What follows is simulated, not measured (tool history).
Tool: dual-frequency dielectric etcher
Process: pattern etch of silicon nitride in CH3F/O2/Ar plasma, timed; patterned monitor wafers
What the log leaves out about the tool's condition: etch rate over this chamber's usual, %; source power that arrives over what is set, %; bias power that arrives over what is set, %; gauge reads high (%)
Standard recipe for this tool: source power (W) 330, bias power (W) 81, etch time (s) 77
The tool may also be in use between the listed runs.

run	hour	source power (W)	bias power (W)	etch time (s)	wafers since the last listed run	hours since the last wet clean	hours since the last source power generator calibration	hours since the last bias power generator calibration	hours since the last upper electrode change	hours since the gauge calibration	read-back reference wafer on the same gauge, depth_nm	mean etch depth across the wafer (angstrom)
1	0	330	81	86.5	0	522.2	1133.7	1204.6	1549.6	661.7	60	609
2	88.5	330	81	86.5	877	610.7	1222.2	1293.1	1638.1	750.2	59.8	604
# hour 148: wet clean of the chamber
3	148.5	330	81	86.5	356	0.5	1282.2	1353.1	1698.1	810.2	59.7	586
4	234.3	330	81	77	850	86.3	1368	1438.9	1783.9	896	59.4	533
5	280.7	330	81	77	459	132.7	1414.4	1485.3	1830.3	942.4	59.4	529
6	345.6	330	81	77	643	197.6	1479.3	1550.2	1895.2	1007.3	59.2	528
7	443.2	330	81	77	967	295.2	1576.9	1647.8	1992.8	1104.9	59.1	531
8	519.2	330	81	69	753	371.2	1652.9	1723.8	2068.8	1180.9	58.9	474
# hour 594.3: source power generator calibrated
9	601.5	330	81	77	776	453.5	7.2	1806.1	2151.1	1263.2	58.7	517
# hour 694.1: wet clean of the chamber
10	709	330	81	77	827	14.9	114.7	1913.6	2258.6	1370.7	58.4	520
# hour 889.8: upper electrode replaced
11	922.1	330	81	77	1874	228	327.8	2126.7	32.3	1583.8	58	517
# hour 928.3: gauge calibrated
12	964.6	330	81	77	421	270.5	370.3	2169.2	74.8	36.3	62.2	558
# hour 971.1: bias power generator calibrated
13	1058.6	330	70	90.5	892	364.5	464.3	87.5	168.8	130.3	62	609
14	1095.3	330	91	59.5	363	401.2	501	124.2	205.5	167	62	449
15	1148.1	290	81	77	523	454	553.8	177	258.3	219.8	61.9	527
16	1208.2	330	99	77	595	514.1	613.9	237.1	318.4	279.9	61.7	601
# hour 1310.1: wet clean of the chamber
17	1310.6	330	81	86.5	777	0.5	716.3	339.5	420.8	382.3	61.5	608
18	1337.2	330	81	77	263	27.1	742.9	366.1	447.4	408.9	61.5	550
19	1443.3	330	81	77	1051	133.2	849	472.2	553.5	515	61.2	541
20	1543.6	330	81	77	994	233.5	949.3	572.5	653.8	615.3	61	538
21	1635.7	360	81	91	913	325.6	1041.4	664.6	745.9	707.4	60.8	651
22	1714.7	330	98	77	783	404.6	1120.4	743.6	824.9	786.4	60.7	590
23	1777.2	350	81	67	619	467.1	1182.9	806.1	887.4	848.9	60.5	480
24	1866.9	300	81	85	889	556.8	1272.6	895.8	977.1	938.6	60.3	579

Some steps in mean etch depth across the wafer (angstrom) between neighbouring runs. How much of each would the tool show without its hidden state too (settings, what came in, random variation), and how much is left for the hidden state, with any gauge scatter that isn't in both results?
Run 11 -> 12: gauge calibrated. mean etch depth across the wafer (angstrom) +41: hidden state +38, all else +3.
Run 13 -> 14: bias power (W) 70 -> 91, etch time (s) 90.5 -> 59.5. mean etch depth across the wafer (angstrom) -160: hidden state -2, all else -158.
Run 20 -> 21: source power (W) 330 -> 360, etch time (s) 77 -> 91. mean etch depth across the wafer (angstrom) +113: hidden state -5, all else +118.
